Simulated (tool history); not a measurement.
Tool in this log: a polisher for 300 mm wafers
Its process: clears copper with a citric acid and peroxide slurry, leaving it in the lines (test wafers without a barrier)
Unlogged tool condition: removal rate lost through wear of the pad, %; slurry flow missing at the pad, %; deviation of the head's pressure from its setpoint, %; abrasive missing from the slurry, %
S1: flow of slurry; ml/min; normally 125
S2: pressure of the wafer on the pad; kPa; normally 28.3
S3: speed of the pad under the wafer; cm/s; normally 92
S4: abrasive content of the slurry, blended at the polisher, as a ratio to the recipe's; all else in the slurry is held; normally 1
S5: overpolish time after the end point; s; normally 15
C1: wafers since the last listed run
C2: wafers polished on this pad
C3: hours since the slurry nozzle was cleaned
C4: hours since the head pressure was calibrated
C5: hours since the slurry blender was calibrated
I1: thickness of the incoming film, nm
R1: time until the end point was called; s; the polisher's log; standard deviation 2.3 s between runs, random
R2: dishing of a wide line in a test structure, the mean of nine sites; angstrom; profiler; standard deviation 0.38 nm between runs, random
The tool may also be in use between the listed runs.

| run | day | S1 | S2 | S3 | S4 | S5 | C1 | C2 | C3 | C4 | C5 | I1 | R1 | R2 |
|---|---|---|---|---|---|---|---|---|---|---|---|---|---|---|
| 1 | 0 | 125 | 30.3 | 92 | 1 | 15 | 0 | 1430 | 402.2 | 892.8 | 357.3 | 418.4 | 118.1 | 321 |
|  | 1.042 | slurry nozzle cleaned |
|  | 1.312 | slurry blender recalibrated |
| 2 | 1.892 | 125 | 30.3 | 92 | 1 | 15 | 304 | 1735 | 20.4 | 938.2 | 13.9 | 422.2 | 120.3 | 315 |
|  | 3.067 | head pressure recalibrated |
| 3 | 4.05 | 125 | 28.3 | 118 | 1 | 15 | 358 | 2093 | 72.2 | 23.6 | 65.7 | 418.9 | 97.7 | 372 |
| 4 | 6.508 | 125 | 28.3 | 118 | 1 | 15 | 424 | 2517 | 131.2 | 82.6 | 124.7 | 420.7 | 98.8 | 381 |
|  | 6.971 | worn pad replaced by a new one |
| 5 | 9.496 | 125 | 31.7 | 92 | 0.8 | 15 | 486 | 435 | 202.9 | 154.3 | 196.4 | 414.3 | 118.2 | 305 |
| 6 | 12.7 | 125 | 28.3 | 92 | 1 | 15 | 552 | 988 | 279.8 | 231.2 | 273.3 | 411.4 | 118.8 | 302 |
| 7 | 16.833 | 125 | 28.3 | 92 | 1 | 15 | 713 | 1702 | 379 | 330.4 | 372.5 | 408.3 | 121.4 | 300 |
|  | 17.796 | slurry nozzle cleaned |
|  | 19.046 | slurry blender recalibrated |
| 8 | 20.738 | 125 | 28.3 | 92 | 1 | 15 | 652 | 2354 | 70.6 | 424.1 | 40.6 | 414.4 | 128.5 | 302 |
|  | 22.896 | worn pad replaced by a new one |
| 9 | 23.262 | 125 | 33.8 | 92 | 1 | 15 | 406 | 63 | 131.2 | 484.7 | 101.2 | 415 | 109.5 | 332 |
| 10 | 26.858 | 125 | 28.3 | 92 | 1 | 15 | 620 | 683 | 217.5 | 571 | 187.5 | 410.9 | 126 | 299 |
| 11 | 31.262 | 100 | 28.3 | 92 | 1 | 15 | 759 | 1443 | 323.2 | 676.7 | 293.2 | 411.5 | 133.4 | 285 |
|  | 32.742 | slurry nozzle cleaned |
|  | 34.717 | slurry blender recalibrated |
| 12 | 35.717 | 100 | 28.3 | 92 | 1 | 15 | 747 | 2190 | 71.4 | 783.6 | 24 | 415.2 | 129.5 | 287 |
|  | 36.942 | worn pad replaced by a new one |
| 13 | 39.233 | 100 | 28.3 | 92 | 1 | 15 | 578 | 395 | 155.8 | 868 | 108.4 | 418 | 131 | 290 |
| 14 | 40.783 | 125 | 28.3 | 92 | 0.8 | 15 | 267 | 663 | 193 | 905.2 | 145.6 | 420 | 134.9 | 286 |
| 15 | 42.742 | 110 | 22.8 | 92 | 1.25 | 9 | 337 | 1001 | 240 | 952.2 | 192.6 | 416.7 | 140 | 167 |
| 16 | 46.304 | 85 | 35.9 | 78 | 1 | 12 | 614 | 1615 | 325.5 | 1037.7 | 278.1 | 415.2 | 138.4 | 229 |
|  | 48.788 | slurry blender recalibrated |
| 17 | 49.471 | 125 | 28.3 | 92 | 1 | 20 | 532 | 2147 | 401.5 | 1113.7 | 16.4 | 413.5 | 122.4 | 384 |
|  | 50.433 | slurry nozzle cleaned |
|  | 52.046 | worn pad replaced by a new one |
|  | 52.829 | head pressure recalibrated |
| 18 | 53.796 | 170 | 28.3 | 92 | 0.9 | 15 | 695 | 287 | 80.7 | 23.2 | 120.2 | 417.5 | 120.5 | 307 |
| 19 | 56.696 | 165 | 23.4 | 92 | 1.2 | 15 | 500 | 787 | 150.3 | 92.8 | 189.8 | 412.5 | 127.9 | 298 |
| 20 | 59.862 | 125 | 28.3 | 92 | 1 | 15 | 546 | 1334 | 226.3 | 168.8 | 265.8 | 417.9 | 127 | 297 |
| 21 | 63.004 | 125 | 28.3 | 92 | 1 | 15 | 542 | 1876 | 301.7 | 244.2 | 341.2 | 415.1 | 121.8 | 307 |
|  | 65.508 | slurry blender recalibrated |
| 22 | 66.279 | 105 | 28.3 | 92 | 1 | 12 | 550 | 2427 | 380.3 | 322.8 | 18.5 | 420.5 | 126.9 | 238 |
|  | 66.8 | slurry nozzle cleaned |
| 23 | 68.258 | 125 | 28.3 | 92 | 1 | 15 | 334 | 2761 | 35 | 370.3 | 66 | 410.9 | 124.7 | 302 |
|  | 68.792 | worn pad replaced by a new one |
| 24 | 72.246 | 125 | 28.3 | 76 | 1 | 15 | 659 | 595 | 130.7 | 466 | 161.7 | 409 | 148.3 | 260 |
| 25 | 74.517 | 125 | 28.3 | 92 | 1 | 18 | 391 | 987 | 185.2 | 520.5 | 216.2 | 423.9 | 129.4 | 358 |
| 26 | 77.462 | 125 | 33.1 | 68 | 0.85 | 15 | 508 | 1495 | 255.9 | 591.2 | 286.9 | 414.6 | 158.6 | 249 |
| 27 | 79.608 | 165 | 28.3 | 92 | 0.7 | 15 | 370 | 1866 | 307.4 | 642.7 | 338.4 | 415 | 127.6 | 295 |
| 28 | 81.154 | 110 | 32.4 | 70 | 1 | 15 | 266 | 2132 | 344.5 | 679.8 | 375.5 | 420.9 | 149.4 | 252 |

4 ways to go on from here, each from the tool as it stands after run 28. What would each give?
| A | 81.175 | 125 | 28.3 | 92 | 1 | 21 | 3 | 2136 | 345 | 680.3 | 376 | 408.2 | ? | ? |
| B | 81.175 | 150 | 28.3 | 108 | 1 | 15 | 3 | 2136 | 345 | 680.3 | 376 | 408.2 | ? | ? |
| C | 81.175 | 145 | 28.3 | 92 | 1 | 15 | 3 | 2136 | 345 | 680.3 | 376 | 408.2 | ? | ? |
| D | 81.175 | 125 | 28.3 | 102 | 1 | 22 | 3 | 2136 | 345 | 680.3 | 376 | 408.2 | ? | ? |

| run | R1 | R2 |
|---|---|---|
| A | 123.1 | 405 |
| B | 101.3 | 360 |
| C | 119.3 | 313 |
| D | 111.2 | 456 |
Stripped of hidden state, with their random variation kept, the same runs would have yielded:
| run | R1 | R2 |
|---|---|---|
| A | 123.1 | 405 |
| B | 101.3 | 360 |
| C | 119.3 | 313 |
| D | 111.2 | 456 |
